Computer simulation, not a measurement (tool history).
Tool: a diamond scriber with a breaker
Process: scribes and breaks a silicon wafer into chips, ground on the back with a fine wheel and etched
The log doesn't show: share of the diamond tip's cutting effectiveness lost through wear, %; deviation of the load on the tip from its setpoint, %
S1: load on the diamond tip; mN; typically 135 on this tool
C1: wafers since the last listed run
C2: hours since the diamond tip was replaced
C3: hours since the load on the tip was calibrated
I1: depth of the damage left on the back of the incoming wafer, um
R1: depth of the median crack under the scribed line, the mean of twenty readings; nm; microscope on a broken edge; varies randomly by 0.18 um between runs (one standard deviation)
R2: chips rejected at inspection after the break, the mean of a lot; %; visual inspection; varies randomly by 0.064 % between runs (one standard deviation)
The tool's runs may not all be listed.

{"run": 1, "hour": 0.0, "S1": 135, "C1": 0, "C2": 584.8, "C3": 890.8, "I1": 0.72, "R1": 11390, "R2": 5.15}
{"run": 2, "hour": 29.3, "S1": 135, "C1": 112, "C2": 614.1, "C3": 920.1, "I1": 0.43, "R1": 11190, "R2": 5.46}
{"run": 3, "hour": 58.2, "S1": 135, "C1": 110, "C2": 643, "C3": 949, "I1": 0.73, "R1": 11450, "R2": 5.8}
{"run": 4, "hour": 84.4, "S1": 135, "C1": 100, "C2": 669.2, "C3": 975.2, "I1": 0.48, "R1": 11080, "R2": 5.74}
{"run": 5, "hour": 106.2, "S1": 135, "C1": 83, "C2": 691, "C3": 997, "I1": 0.31, "R1": 11220, "R2": 6.18}
{"hour": 123.5, "done": "diamond tip replaced by a new one"}
{"run": 6, "hour": 138.8, "S1": 123, "C1": 117, "C2": 15.3, "C3": 1029.6, "I1": 0.59, "R1": 11790, "R2": 3.61}
{"run": 7, "hour": 152.5, "S1": 123, "C1": 52, "C2": 29, "C3": 1043.3, "I1": 0.74, "R1": 11520, "R2": 3.66}
{"run": 8, "hour": 166.8, "S1": 104, "C1": 54, "C2": 43.3, "C3": 1057.6, "I1": 0.7, "R1": 10210, "R2": 12.01}
{"run": 9, "hour": 202.0, "S1": 171, "C1": 135, "C2": 78.5, "C3": 1092.8, "I1": 0.64, "R1": 15030, "R2": 7.21}
{"run": 10, "hour": 236.7, "S1": 107, "C1": 133, "C2": 113.2, "C3": 1127.5, "I1": 0.35, "R1": 10190, "R2": 11.25}
{"hour": 253.9, "done": "load on the tip recalibrated"}
{"run": 11, "hour": 255.5, "S1": 135, "C1": 64, "C2": 132, "C3": 1.6, "I1": 0.72, "R1": 12690, "R2": 2.13}
{"run": 12, "hour": 320.4, "S1": 150, "C1": 249, "C2": 196.9, "C3": 66.5, "I1": 0.54, "R1": 13610, "R2": 2.25}
{"run": 13, "hour": 338.2, "S1": 103, "C1": 68, "C2": 214.7, "C3": 84.3, "I1": 0.56, "R1": 9700, "R2": 16.28}
{"run": 14, "hour": 353.8, "S1": 135, "C1": 59, "C2": 230.3, "C3": 99.9, "I1": 0.41, "R1": 12250, "R2": 2.3}
{"run": 15, "hour": 375.3, "S1": 147, "C1": 82, "C2": 251.8, "C3": 121.4, "I1": 0.31, "R1": 13410, "R2": 1.96}

Here are 5 independent what-if runs from the current tool condition. What would each one return?
{"run": "A", "hour": 375.9, "S1": 135, "C1": 2, "C2": 252.4, "C3": 122, "I1": 0.79, "R1": "?", "R2": "?"}
{"run": "B", "hour": 375.9, "S1": 109, "C1": 2, "C2": 252.4, "C3": 122, "I1": 0.79, "R1": "?", "R2": "?"}
{"run": "C", "hour": 375.9, "S1": 124, "C1": 2, "C2": 252.4, "C3": 122, "I1": 0.79, "R1": "?", "R2": "?"}
{"run": "D", "hour": 375.9, "S1": 161, "C1": 2, "C2": 252.4, "C3": 122, "I1": 0.79, "R1": "?", "R2": "?"}
{"run": "E", "hour": 375.9, "S1": 117, "C1": 2, "C2": 252.4, "C3": 122, "I1": 0.79, "R1": "?", "R2": "?"}

run=A R1=12240 R2=2.53
run=B R1=10200 R2=12.39
run=C R1=11400 R2=5.05
run=D R1=14120 R2=3.21
run=E R1=10840 R2=7.85
With the hidden condition removed and each run's random variation left untouched, the same runs would have given:
run=A R1=12980 R2=1.87
run=B R1=10820 R2=8.03
run=C R1=12090 R2=2.84
run=D R1=14980 R2=5.69
run=E R1=11500 R2=4.62
